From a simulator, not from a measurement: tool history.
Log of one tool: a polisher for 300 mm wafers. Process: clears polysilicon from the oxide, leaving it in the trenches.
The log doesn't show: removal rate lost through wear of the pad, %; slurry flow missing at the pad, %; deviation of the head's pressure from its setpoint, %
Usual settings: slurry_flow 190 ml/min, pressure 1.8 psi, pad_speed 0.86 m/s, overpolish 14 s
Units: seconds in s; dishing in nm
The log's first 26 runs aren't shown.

run,hour,slurry_flow,pressure,pad_speed,overpolish,wafers since the last listed run,wafers polished on this pad,hours since the slurry nozzle was cleaned,hours since the head pressure was calibrated,"incoming thickness of the incoming film, nm",seconds,dishing
27,2175.0,190,1.8,0.86,14,2737,10153,346.2,636.9,624.3,83.1,44.1
# hour 2220.7: worn pad replaced by a new one
28,2236.9,190,1.3,0.96,21,741,207,408.1,698.8,630.2,101.7,46.9
29,2303.4,135,1.4,1.16,20,851,1059,474.6,765.3,618.1,83.6,49.7
30,2383.3,215,2.1,0.86,14,1023,2082,554.5,845.2,610.5,68.9,47.1
31,2434.0,130,2.2,0.70,12,649,2732,605.2,895.9,619.5,86.7,41.6
32,2477.7,150,1.8,0.86,14,559,3291,648.9,939.6,620.3,84.2,44.3
33,2612.1,230,1.8,0.86,14,1721,5013,783.3,1074.0,614.2,77.1,46.7
34,2677.3,190,1.8,0.86,14,835,5848,848.5,1139.2,634.2,80.8,46.1

4 ways to go on from here, each from the tool as it stands after run 34. What would each give?
A,2677.7,205,1.8,0.86,14,5,5853,848.9,1139.6,620.9,?,?
B,2677.7,230,1.6,0.86,17,5,5853,848.9,1139.6,620.9,?,?
C,2677.7,145,2.4,0.86,10,5,5853,848.9,1139.6,620.9,?,?
D,2677.7,190,1.8,0.60,14,5,5853,848.9,1139.6,620.9,?,?

run,seconds,dishing
A,79.8,46.3
B,87.6,47.7
C,64.7,44.2
D,109.1,41.0
Without the tool's hidden state the same runs would have given:
run,seconds,dishing
A,84.4,45.4
B,92.7,46.9
C,68.4,43.3
D,115.5,39.9
